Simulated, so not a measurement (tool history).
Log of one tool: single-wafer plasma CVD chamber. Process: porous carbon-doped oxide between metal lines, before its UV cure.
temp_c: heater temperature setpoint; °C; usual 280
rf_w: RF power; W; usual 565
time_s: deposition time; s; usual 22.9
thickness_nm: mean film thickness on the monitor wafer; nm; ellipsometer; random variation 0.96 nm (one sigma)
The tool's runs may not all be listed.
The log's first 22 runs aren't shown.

run	hour	temp_c	rf_w	time_s	read-back reference wafer on the same gauge, thickness_nm	thickness_nm
23	956.3	280	565	25	162.459	179.688
# hour 1006.1: RF generator calibrated
24	1026.4	280	565	22.9	161.968	162.807
25	1072.6	280	565	22.9	161.905	161.602
26	1097.8	280	675	24.3	161.732	197.612
27	1147.9	268	565	19.9	161.914	156.266
28	1192.9	290	515	25.4	161.593	159.354
29	1220.6	293	565	26.4	161.385	168.764
30	1249.2	280	630	22.9	161.436	176.403
31	1274.7	280	565	22.9	161.357	162.757
32	1299.1	280	565	21.3	161.307	153.144
33	1323.8	280	565	22.9	161.123	163.354
34	1520.3	280	565	20.1	160.608	144.221

4 ways to go on from here, each from the tool as it stands after run 34. What would each give?
A	1520.7	280	565	24.6	?	?
B	1520.7	293	565	22.9	?	?
C	1520.7	280	470	19.1	?	?
D	1520.7	269	565	21.7	?	?

run	read-back reference wafer on the same gauge, thickness_nm	thickness_nm
A	160.801	173.717
B	160.801	148.056
C	160.801	119.162
D	160.801	167.002
Without the tool's hidden state the same runs would have given:
run	thickness_nm
A	178.223
B	151.896
C	122.253
D	171.334
